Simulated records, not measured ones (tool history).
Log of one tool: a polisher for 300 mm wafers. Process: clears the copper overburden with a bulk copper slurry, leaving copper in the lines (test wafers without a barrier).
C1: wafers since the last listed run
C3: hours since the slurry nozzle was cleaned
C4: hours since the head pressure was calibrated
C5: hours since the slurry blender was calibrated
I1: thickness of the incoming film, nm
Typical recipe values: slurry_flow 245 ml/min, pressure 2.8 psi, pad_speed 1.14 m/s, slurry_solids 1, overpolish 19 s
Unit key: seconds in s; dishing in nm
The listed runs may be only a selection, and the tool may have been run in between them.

Run 1, hour 0: usual settings; C1 0; wafers polished on this pad 2656; C3 93.9; C4 582.8; C5 301.7; I1 679.4. Result: seconds 55.7 s, dishing 101.5 nm.
At hour 29.4: worn pad replaced by a new one.
Run 2, hour 49.8: usual settings but pad_speed 1.04 m/s; C1 284; wafers polished on this pad 126; C3 143.7; C4 632.6; C5 351.5; I1 673.2. Result: seconds 60.7 s, dishing 97.8 nm.
Run 3, hour 107.7: usual settings but pad_speed 1.04 m/s; C1 359; wafers polished on this pad 485; C3 201.6; C4 690.5; C5 409.4; I1 660.2. Result: seconds 59.5 s, dishing 97.7 nm.
Run 4, hour 154.3: usual settings; C1 289; wafers polished on this pad 774; C3 248.2; C4 737.1; C5 456; I1 674.9. Result: seconds 55 s, dishing 103.7 nm.
At hour 212.4: slurry blender recalibrated.
Run 5, hour 223.4: usual settings; C1 416; wafers polished on this pad 1191; C3 317.3; C4 806.2; C5 11; I1 670.9. Result: seconds 52.5 s, dishing 104.9 nm.
Run 6, hour 334.4: usual settings but pressure 3.6 psi, pad_speed 0.9 m/s; C1 688; wafers polished on this pad 1880; C3 428.3; C4 917.2; C5 122; I1 679.3. Result: seconds 52.3 s, dishing 110.2 nm.
Run 7, hour 394.7: usual settings but pad_speed 0.84 m/s; C1 374; wafers polished on this pad 2254; C3 488.6; C4 977.5; C5 182.3; I1 675.4. Result: seconds 71.4 s, dishing 89.9 nm.
At hour 414.3: slurry nozzle cleaned.
Run 8, hour 434.5: usual settings but overpolish 29 s; C1 240; wafers polished on this pad 2495; C3 20.2; C4 1017.3; C5 222.1; I1 667. Result: seconds 53.7 s, dishing 118 nm.
At hour 460.5: worn pad replaced by a new one.
Run 9, hour 465.4: usual settings; C1 166; wafers polished on this pad 30; C3 51.1; C4 1048.2; C5 253; I1 667.6. Result: seconds 53.6 s, dishing 103.1 nm.
At hour 487: head pressure recalibrated.
Run 10, hour 525.8: usual settings but pad_speed 0.76 m/s, slurry_solids 1.15, overpolish 27 s; C1 362; wafers polished on this pad 392; C3 111.5; C4 38.8; C5 313.4; I1 674.4. Result: seconds 81.5 s, dishing 102.3 nm.
Run 11, hour 602.2: usual settings but pressure 3.5 psi, pad_speed 0.92 m/s, slurry_solids 1.25, overpolish 27 s; C1 474; wafers polished on this pad 867; C3 187.9; C4 115.2; C5 389.8; I1 674.9. Result: seconds 51.5 s, dishing 123.6 nm.
Run 12, hour 632.6: usual settings but pressure 3.1 psi, slurry_solids 0.9, overpolish 12 s; C1 188; wafers polished on this pad 1055; C3 218.3; C4 145.6; C5 420.2; I1 661.7. Result: seconds 50 s, dishing 85.4 nm.
At hour 642.8: slurry blender recalibrated.
Run 13, hour 704.2: usual settings but slurry_solids 1.2, overpolish 29 s; C1 431; wafers polished on this pad 1487; C3 289.9; C4 217.2; C5 61.4; I1 675.3. Result: seconds 50.7 s, dishing 119.4 nm.
Run 14, hour 766.4: usual settings but slurry_flow 275 ml/min; C1 386; wafers polished on this pad 1873; C3 352.1; C4 279.4; C5 123.6; I1 664.9. Result: seconds 51.7 s, dishing 105.2 nm.
Run 15, hour 836.1: usual settings but overpolish 30 s; C1 432; wafers polished on this pad 2306; C3 421.8; C4 349.1; C5 193.3; I1 676.9. Result: seconds 53.5 s, dishing 119.1 nm.
At hour 883.8: slurry nozzle cleaned.
Run 16, hour 888.6: usual settings; C1 319; wafers polished on this pad 2625; C3 4.8; C4 401.6; C5 245.8; I1 665.8. Result: seconds 53.6 s, dishing 103 nm.
At hour 909.3: worn pad replaced by a new one.
Run 17, hour 925.9: usual settings but slurry_flow 190 ml/min; C1 206; wafers polished on this pad 103; C3 42.1; C4 438.9; C5 283.1; I1 672.4. Result: seconds 55.2 s, dishing 100.3 nm.
Run 18, hour 982.2: usual settings; C1 349; wafers polished on this pad 452; C3 98.4; C4 495.2; C5 339.4; I1 672.5. Result: seconds 55.6 s, dishing 102.4 nm.
Run 19, hour 1039.6: usual settings; C1 356; wafers polished on this pad 808; C3 155.8; C4 552.6; C5 396.8; I1 671. Result: seconds 55.2 s, dishing 102.3 nm.
At hour 1057.6: slurry blender recalibrated.
Run 20, hour 1069.2: usual settings but slurry_solids 1.1; C1 171; wafers polished on this pad 980; C3 185.4; C4 582.2; C5 11.6; I1 671.4. Result: seconds 50.7 s, dishing 107.2 nm.
Run 21, hour 1111.7: usual settings but slurry_flow 295 ml/min, overpolish 10 s; C1 263; wafers polished on this pad 1243; C3 227.9; C4 624.7; C5 54.1; I1 671.9. Result: seconds 52.1 s, dishing 76.4 nm.
Run 22, hour 1141: usual settings but pressure 1.9 psi, slurry_solids 0.9, overpolish 12 s; C1 181; wafers polished on this pad 1425; C3 257.2; C4 654; C5 83.4; I1 674.7. Result: seconds 80.2 s, dishing 60.1 nm.
Run 23, hour 1167.1: usual settings; C1 161; wafers polished on this pad 1587; C3 283.3; C4 680.1; C5 109.5; I1 676.5. Result: seconds 53.8 s, dishing 103.3 nm.
Run 24, hour 1217.5: usual settings; C1 312; wafers polished on this pad 1900; C3 333.7; C4 730.5; C5 159.9; I1 676.6. Result: seconds 53.8 s, dishing 103.2 nm.
Run 25, hour 1257.8: usual settings but pad_speed 0.74 m/s; C1 250; wafers polished on this pad 2150; C3 374; C4 770.8; C5 200.2; I1 669.6. Result: seconds 82.1 s, dishing 84.6 nm.
Run 26, hour 1298.5: usual settings but slurry_flow 280 ml/min, pad_speed 1.46 m/s, overpolish 14 s; C1 252; wafers polished on this pad 2403; C3 414.7; C4 811.5; C5 240.9; I1 656.8. Result: seconds 40.9 s, dishing 101 nm.
Run 27, hour 1333.8: usual settings but pad_speed 0.84 m/s; C1 219; wafers polished on this pad 2622; C3 450; C4 846.8; C5 276.2; I1 668.6. Result: seconds 73.5 s, dishing 87.8 nm.
At hour 1345.8: slurry nozzle cleaned.
Run 28, hour 1371.4: usual settings but slurry_flow 325 ml/min, slurry_solids 0.75; C1 227; wafers polished on this pad 2849; C3 25.6; C4 884.4; C5 313.8; I1 660.1. Result: seconds 54.6 s, dishing 102 nm.

Predict each of these 4 candidate next runs independently; none follows another, all start after run 28:
Run A, hour 1371.9: usual settings; C1 3; wafers polished on this pad 2852; C3 26.1; C4 884.9; C5 314.3; I1 663. Result: seconds ?, dishing ?.
Run B, hour 1371.9: usual settings but slurry_flow 290 ml/min, pressure 3.7 psi, overpolish 15 s; C1 3; wafers polished on this pad 2852; C3 26.1; C4 884.9; C5 314.3; I1 663. Result: seconds ?, dishing ?.
Run C, hour 1371.9: usual settings but pressure 2.4 psi; C1 3; wafers polished on this pad 2852; C3 26.1; C4 884.9; C5 314.3; I1 663. Result: seconds ?, dishing ?.
Run D, hour 1371.9: usual settings but slurry_solids 0.75, overpolish 10 s; C1 3; wafers polished on this pad 2852; C3 26.1; C4 884.9; C5 314.3; I1 663. Result: seconds ?, dishing ?.

run  seconds  dishing
  A     53.7    102.8
  B     39.9    111.6
  C     62.6     92.9
  D     56.2     70.6
Take away the tool's hidden state, keep each run's random variation, and the runs would have read:
run  seconds  dishing
  A     50.6    105.3
  B     37.6    114.4
  C       59     95.4
  D     53.1     73.3
